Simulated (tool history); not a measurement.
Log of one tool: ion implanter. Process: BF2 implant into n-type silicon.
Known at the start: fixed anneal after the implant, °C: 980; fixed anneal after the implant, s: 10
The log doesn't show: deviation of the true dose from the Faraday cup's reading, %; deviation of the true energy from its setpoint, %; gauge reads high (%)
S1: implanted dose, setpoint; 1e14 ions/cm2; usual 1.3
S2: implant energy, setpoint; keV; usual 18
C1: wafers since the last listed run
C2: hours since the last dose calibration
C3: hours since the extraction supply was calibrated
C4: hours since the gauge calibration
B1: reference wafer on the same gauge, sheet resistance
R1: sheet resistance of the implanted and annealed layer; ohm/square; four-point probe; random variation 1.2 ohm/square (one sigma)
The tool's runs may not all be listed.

{"run": 1, "hour": 0.0, "S1": 1.3, "S2": 18, "C1": 0, "C2": 1248.3, "C3": 3807, "C4": 1384.2, "B1": 962.98, "R1": 801}
{"run": 2, "hour": 197.7, "S1": 1.3, "S2": 18, "C1": 5448, "C2": 1446, "C3": 4004.7, "C4": 1581.9, "B1": 963.04, "R1": 801.25}
{"run": 3, "hour": 282.0, "S1": 1.3, "S2": 18, "C1": 2323, "C2": 1530.3, "C3": 4089, "C4": 1666.2, "B1": 962.76, "R1": 801.78}
{"run": 4, "hour": 338.1, "S1": 1.3, "S2": 18, "C1": 1546, "C2": 1586.4, "C3": 4145.1, "C4": 1722.3, "B1": 963.13, "R1": 799.81}
{"run": 5, "hour": 431.0, "S1": 1.3, "S2": 18, "C1": 2560, "C2": 1679.3, "C3": 4238, "C4": 1815.2, "B1": 962.97, "R1": 801.21}
{"run": 6, "hour": 469.9, "S1": 1.3, "S2": 18, "C1": 1072, "C2": 1718.2, "C3": 4276.9, "C4": 1854.1, "B1": 962.78, "R1": 800.24}
{"run": 7, "hour": 527.9, "S1": 1.08, "S2": 16, "C1": 1598, "C2": 1776.2, "C3": 4334.9, "C4": 1912.1, "B1": 963.21, "R1": 953.85}
{"run": 8, "hour": 582.6, "S1": 1.08, "S2": 16, "C1": 1507, "C2": 1830.9, "C3": 4389.6, "C4": 1966.8, "B1": 962.87, "R1": 956.41}
{"hour": 667.7, "done": "Faraday cup replaced and dose calibrated"}
{"run": 9, "hour": 684.7, "S1": 1.08, "S2": 16, "C1": 2593, "C2": 17, "C3": 4491.7, "C4": 2068.9, "B1": 963.3, "R1": 963.69}
{"run": 10, "hour": 720.7, "S1": 1.17, "S2": 18, "C1": 992, "C2": 53, "C3": 4527.7, "C4": 2104.9, "B1": 963.41, "R1": 885.52}
{"run": 11, "hour": 783.4, "S1": 1.17, "S2": 18, "C1": 1728, "C2": 115.7, "C3": 4590.4, "C4": 2167.6, "B1": 963.02, "R1": 883.42}
{"hour": 856.3, "done": "extraction supply calibrated"}
{"run": 12, "hour": 890.7, "S1": 1.3, "S2": 18, "C1": 2736, "C2": 223, "C3": 34.4, "C4": 2274.9, "B1": 962.92, "R1": 804.73}
{"run": 13, "hour": 966.1, "S1": 1.3, "S2": 18, "C1": 2078, "C2": 298.4, "C3": 109.8, "C4": 2350.3, "B1": 962.96, "R1": 804.48}
{"run": 14, "hour": 1052.3, "S1": 1.17, "S2": 15, "C1": 2375, "C2": 384.6, "C3": 196, "C4": 2436.5, "B1": 963.23, "R1": 901.78}
{"run": 15, "hour": 1336.5, "S1": 1.08, "S2": 20.5, "C1": 7832, "C2": 668.8, "C3": 480.2, "C4": 2720.7, "B1": 963.15, "R1": 925.51}
{"run": 16, "hour": 1400.1, "S1": 1.44, "S2": 23, "C1": 1752, "C2": 732.4, "C3": 543.8, "C4": 2784.3, "B1": 963.01, "R1": 710.52}
{"run": 17, "hour": 1469.4, "S1": 1.3, "S2": 18, "C1": 1909, "C2": 801.7, "C3": 613.1, "C4": 2853.6, "B1": 963.22, "R1": 803.79}
{"run": 18, "hour": 1536.0, "S1": 1.3, "S2": 18, "C1": 1835, "C2": 868.3, "C3": 679.7, "C4": 2920.2, "B1": 962.72, "R1": 801.91}
{"run": 19, "hour": 1599.8, "S1": 1.15, "S2": 21, "C1": 1758, "C2": 932.1, "C3": 743.5, "C4": 2984, "B1": 963.04, "R1": 872.85}
{"hour": 1635.9, "done": "gauge calibrated"}
{"run": 20, "hour": 1637.4, "S1": 1.3, "S2": 22, "C1": 1036, "C2": 969.7, "C3": 781.1, "C4": 1.5, "B1": 962.82, "R1": 778.62}
{"run": 21, "hour": 1696.4, "S1": 1.3, "S2": 18, "C1": 1626, "C2": 1028.7, "C3": 840.1, "C4": 60.5, "B1": 962.84, "R1": 799.94}

The next listed run, before its measurement:
{"run": 22, "hour": 1771.7, "S1": 1.3, "S2": 13.5, "C1": 2075, "C2": 1104, "C3": 915.4, "C4": 135.8, "B1": "?", "R1": "?"}

Run 22 gave B1 962.99, R1 827.41 ohm/square.
Without the tool's hidden state the same run would have given R1 832.98 ohm/square.
